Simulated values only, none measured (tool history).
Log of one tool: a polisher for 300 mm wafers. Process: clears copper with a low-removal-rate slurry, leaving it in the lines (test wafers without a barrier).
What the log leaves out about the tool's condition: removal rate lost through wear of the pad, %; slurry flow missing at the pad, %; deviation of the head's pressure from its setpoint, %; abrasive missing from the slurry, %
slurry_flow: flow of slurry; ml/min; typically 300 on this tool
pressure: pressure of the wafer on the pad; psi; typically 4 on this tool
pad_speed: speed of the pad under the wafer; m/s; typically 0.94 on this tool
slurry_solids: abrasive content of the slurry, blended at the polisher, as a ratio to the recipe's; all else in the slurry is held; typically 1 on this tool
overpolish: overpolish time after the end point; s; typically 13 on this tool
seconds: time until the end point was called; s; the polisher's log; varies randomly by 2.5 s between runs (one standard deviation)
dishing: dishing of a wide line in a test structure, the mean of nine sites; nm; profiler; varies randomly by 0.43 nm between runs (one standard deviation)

run	hour	slurry_flow	pressure	pad_speed	slurry_solids	overpolish	wafers since the last listed run	wafers polished on this pad	hours since the slurry nozzle was cleaned	hours since the head pressure was calibrated	hours since the slurry blender was calibrated	incoming thickness of the incoming film, nm	seconds	dishing
1	0	300	4	0.94	1	13	0	981	118.1	246.8	201.7	608.4	216.7	17.3
2	51.7	300	4	1.18	1	13	347	1329	169.8	298.5	253.4	610.5	180	18.2
# hour 73.3: worn pad replaced by a new one
# hour 74.7: slurry blender recalibrated
3	100	300	4	1.18	1	13	288	170	218.1	346.8	25.3	610.5	167.5	18.9
4	126.4	300	4	0.94	1	17	177	348	244.5	373.2	51.7	613.9	213.8	19.1
# hour 157.7: slurry nozzle cleaned
5	162.7	300	3	0.84	1	13	237	585	5	409.5	88	615.4	317.5	14.5
6	190.3	300	3	0.84	1	13	185	771	32.6	437.1	115.6	616.7	322	13.9
7	253.7	300	3	0.84	1	13	426	1198	96	500.5	179	603.5	323.4	14.5
# hour 260.7: worn pad replaced by a new one
8	292.8	300	4	0.94	1	13	236	215	135.1	539.6	218.1	605.5	218.8	16.9
9	358.1	300	4	0.94	1.2	13	439	655	200.4	604.9	283.4	614.7	216.5	16.9
# hour 403.8: head pressure recalibrated
# hour 412.4: slurry blender recalibrated
10	419.5	300	4	0.94	1.2	13	386	1041	261.8	15.7	7.1	610.6	203.2	18.8
# hour 424.3: slurry nozzle cleaned
# hour 458.4: worn pad replaced by a new one
11	467.2	300	4	0.94	1.2	13	287	59	42.9	63.4	54.8	614.9	209.4	18
12	526.2	300	4	1.2	1	7	397	456	101.9	122.4	113.8	608.6	164.6	14.7
13	582.2	300	4	0.94	1	13	376	833	157.9	178.4	169.8	614.7	223.9	17.8
14	646.6	300	4.4	0.94	1	16	433	1266	222.3	242.8	234.2	607.9	198.4	19.4
# hour 675.4: worn pad replaced by a new one
15	688.5	300	4	0.94	1	13	255	88	264.2	284.7	276.1	601.4	220.1	17.4
# hour 707.8: slurry nozzle cleaned
16	738.5	300	4	1.04	1	13	329	418	30.7	334.7	326.1	613.7	203.2	16.5
# hour 762.3: slurry blender recalibrated
17	771.5	300	4	0.94	1.25	13	208	626	63.7	367.7	9.2	607.6	202.5	17.5
18	826.7	300	4	0.94	1	13	371	998	118.9	422.9	64.4	618	212.1	16.8
# hour 879.7: worn pad replaced by a new one
19	886.3	220	5.1	0.94	0.75	10	374	44	178.5	482.5	124	608.9	183.5	16.9
20	945.2	340	5.1	0.94	1	18	396	440	237.4	541.4	182.9	613	170	20.9
# hour 968.8: slurry nozzle cleaned
21	1016.4	300	4	0.66	0.85	13	472	913	47.6	612.6	254.1	608.7	322.3	13.4
22	1065.4	340	4	0.94	1	13	329	1243	96.6	661.6	303.1	609.5	227.9	17.7

5 options for the next run, each taken on its own from the tool as it stands now. Forecast them:
A	1065.9	300	4	1.24	1	13	3	1246	97.1	662.1	303.6	615.7	?	?
B	1065.9	260	4	0.94	1	13	3	1246	97.1	662.1	303.6	615.7	?	?
C	1065.9	245	4	0.94	1.2	9	3	1246	97.1	662.1	303.6	615.7	?	?
D	1065.9	300	4	0.94	1	10	3	1246	97.1	662.1	303.6	615.7	?	?
E	1065.9	345	4	0.94	1	13	3	1246	97.1	662.1	303.6	615.7	?	?

run	seconds	dishing
A	172.1	19.3
B	230.5	17.2
C	224.6	14.4
D	227	15.2
E	224.2	17.4
With the hidden condition removed and each run's random variation left untouched, the same runs would have given:
run	seconds	dishing
A	160.3	19.8
B	214.7	17.7
C	208.9	15
D	211.4	15.8
E	208.8	17.9
